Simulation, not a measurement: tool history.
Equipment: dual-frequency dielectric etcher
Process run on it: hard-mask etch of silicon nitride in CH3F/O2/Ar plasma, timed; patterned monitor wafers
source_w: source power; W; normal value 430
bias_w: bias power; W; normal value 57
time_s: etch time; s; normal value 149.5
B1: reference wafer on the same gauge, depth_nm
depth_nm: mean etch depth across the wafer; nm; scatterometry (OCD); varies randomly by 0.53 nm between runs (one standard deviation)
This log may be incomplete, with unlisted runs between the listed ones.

{"run": 1, "hour": 0.0, "source_w": 510, "bias_w": 57, "time_s": 149.5, "B1": 96, "depth_nm": 118.3}
{"run": 2, "hour": 106.2, "source_w": 510, "bias_w": 57, "time_s": 149.5, "B1": 96.1, "depth_nm": 118.4}
{"run": 3, "hour": 200.6, "source_w": 430, "bias_w": 57, "time_s": 149.5, "B1": 95.9, "depth_nm": 108}
{"run": 4, "hour": 244.8, "source_w": 430, "bias_w": 57, "time_s": 149.5, "B1": 96, "depth_nm": 108.3}
{"run": 5, "hour": 282.4, "source_w": 430, "bias_w": 57, "time_s": 149.5, "B1": 96, "depth_nm": 110.2}
{"hour": 355.7, "done": "wet clean of the chamber"}
{"run": 6, "hour": 356.2, "source_w": 430, "bias_w": 57, "time_s": 149.5, "B1": 96.2, "depth_nm": 104.6}
{"run": 7, "hour": 412.2, "source_w": 430, "bias_w": 57, "time_s": 149.5, "B1": 95.9, "depth_nm": 104.9}
{"run": 8, "hour": 473.1, "source_w": 430, "bias_w": 57, "time_s": 149.5, "B1": 96, "depth_nm": 105.4}
{"run": 9, "hour": 545.3, "source_w": 430, "bias_w": 57, "time_s": 165.5, "B1": 95.9, "depth_nm": 117.3}
{"run": 10, "hour": 638.8, "source_w": 430, "bias_w": 57, "time_s": 165.5, "B1": 96.1, "depth_nm": 118}
{"run": 11, "hour": 709.7, "source_w": 430, "bias_w": 57, "time_s": 165.5, "B1": 96, "depth_nm": 117.7}
{"hour": 801.6, "done": "source power generator calibrated"}
{"run": 12, "hour": 802.1, "source_w": 430, "bias_w": 57, "time_s": 149.5, "B1": 95.9, "depth_nm": 107.6}
{"run": 13, "hour": 903.4, "source_w": 430, "bias_w": 57, "time_s": 169, "B1": 96.1, "depth_nm": 121.7}
{"hour": 956.7, "done": "gauge calibrated"}
{"run": 14, "hour": 970.1, "source_w": 540, "bias_w": 57, "time_s": 149.5, "B1": 95.9, "depth_nm": 125.2}
{"hour": 996.4, "done": "wet clean of the chamber"}
{"run": 15, "hour": 1038.5, "source_w": 430, "bias_w": 45, "time_s": 122, "B1": 96, "depth_nm": 79.3}
{"run": 16, "hour": 1143.2, "source_w": 430, "bias_w": 46, "time_s": 111.5, "B1": 95.8, "depth_nm": 73.5}
{"run": 17, "hour": 1238.2, "source_w": 490, "bias_w": 44, "time_s": 149.5, "B1": 96, "depth_nm": 105.3}
{"hour": 1305.1, "done": "upper electrode replaced"}
{"hour": 1314.5, "done": "bias power generator calibrated"}
{"run": 18, "hour": 1315.0, "source_w": 430, "bias_w": 57, "time_s": 137.5, "B1": 96.2, "depth_nm": 99.7}
{"run": 19, "hour": 1419.4, "source_w": 430, "bias_w": 65, "time_s": 163, "B1": 96, "depth_nm": 123.1}
{"run": 20, "hour": 1489.6, "source_w": 430, "bias_w": 57, "time_s": 149.5, "B1": 95.8, "depth_nm": 108}
{"run": 21, "hour": 1559.0, "source_w": 430, "bias_w": 57, "time_s": 149.5, "B1": 95.9, "depth_nm": 108.3}
{"hour": 1616.7, "done": "wet clean of the chamber"}
{"run": 22, "hour": 1626.2, "source_w": 470, "bias_w": 44, "time_s": 116, "B1": 95.9, "depth_nm": 79.9}
{"run": 23, "hour": 1717.3, "source_w": 430, "bias_w": 57, "time_s": 149.5, "B1": 96.2, "depth_nm": 106.4}
{"run": 24, "hour": 1804.6, "source_w": 430, "bias_w": 67, "time_s": 164, "B1": 96, "depth_nm": 123.6}

Consider 4 possible next runs. They are alternatives, not a sequence: every one starts from the tool as it was left by run 24. What does each give?
{"run": "A", "hour": 1805.1, "source_w": 430, "bias_w": 57, "time_s": 149.5, "B1": "?", "depth_nm": "?"}
{"run": "B", "hour": 1805.1, "source_w": 430, "bias_w": 57, "time_s": 121, "B1": "?", "depth_nm": "?"}
{"run": "C", "hour": 1805.1, "source_w": 460, "bias_w": 57, "time_s": 122.5, "B1": "?", "depth_nm": "?"}
{"run": "D", "hour": 1805.1, "source_w": 380, "bias_w": 57, "time_s": 121, "B1": "?", "depth_nm": "?"}

run=A B1=95.8 depth_nm=107.5
run=B B1=95.8 depth_nm=87
run=C B1=95.8 depth_nm=91.7
run=D B1=95.8 depth_nm=80.4
Without the tool's unlogged condition, the same runs would have read:
run=A depth_nm=105.7
run=B depth_nm=85.6
run=C depth_nm=90.2
run=D depth_nm=79.1
